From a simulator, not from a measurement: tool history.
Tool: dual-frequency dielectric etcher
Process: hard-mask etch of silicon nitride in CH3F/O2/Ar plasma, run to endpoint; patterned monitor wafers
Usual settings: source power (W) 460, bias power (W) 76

run    day  source power (W)  bias power (W)  incoming incoming film thickness, nm  endpoint time (s)
  1  0.000               380              76                                 36.97               54.6
  2  0.579               380              76                                 37.25               54.9
  3  1.012               380              76                                 36.81               54.6
  4  1.700               380              64                                 36.88               56.5
  5  2.154               460              76                                 37.20               49.6
     3.842  -- upper electrode replaced
     4.471  -- bias power generator calibrated
     4.746  -- wet clean of the chamber
  6  4.767               460              69                                 37.17               54.1
  7  4.779               460              69                                 37.38               53.7
  8  4.796               460              76                                 36.52               51.8
  9  4.808               570              86                                 37.43               46.6
 10  5.092               360              58                                 37.18               62.2
 11  5.404               460              76                                 36.85               52.1
 12  5.717               360              65                                 37.30               60.2
     6.050  -- source power generator calibrated
 13  6.142               550              68                                 36.73               48.4
 14  6.683               360              58                                 36.92               61.4
 15  7.075               580              76                                 36.67               45.9
 16  7.546               460              82                                 36.95               50.8
 17  7.867               400              76                                 36.72               55.3

Forecast each of these 5 alternatives for the next run:
  A  7.883               460              76                                 36.46                  ?
  B  7.883               460              63                                 36.46                  ?
  C  7.883               390              65                                 36.46                  ?
  D  7.883               460              85                                 36.46                  ?
  E  7.883               370              58                                 36.46                  ?

run  endpoint time (s)
  A               50.9
  B               52.8
  C               56.8
  D               49.7
  E               59.5
Without the tool's hidden state the same runs would have given:
run  endpoint time (s)
  A               51.2
  B               53.1
  C               57.2
  D               50.0
  E               59.9
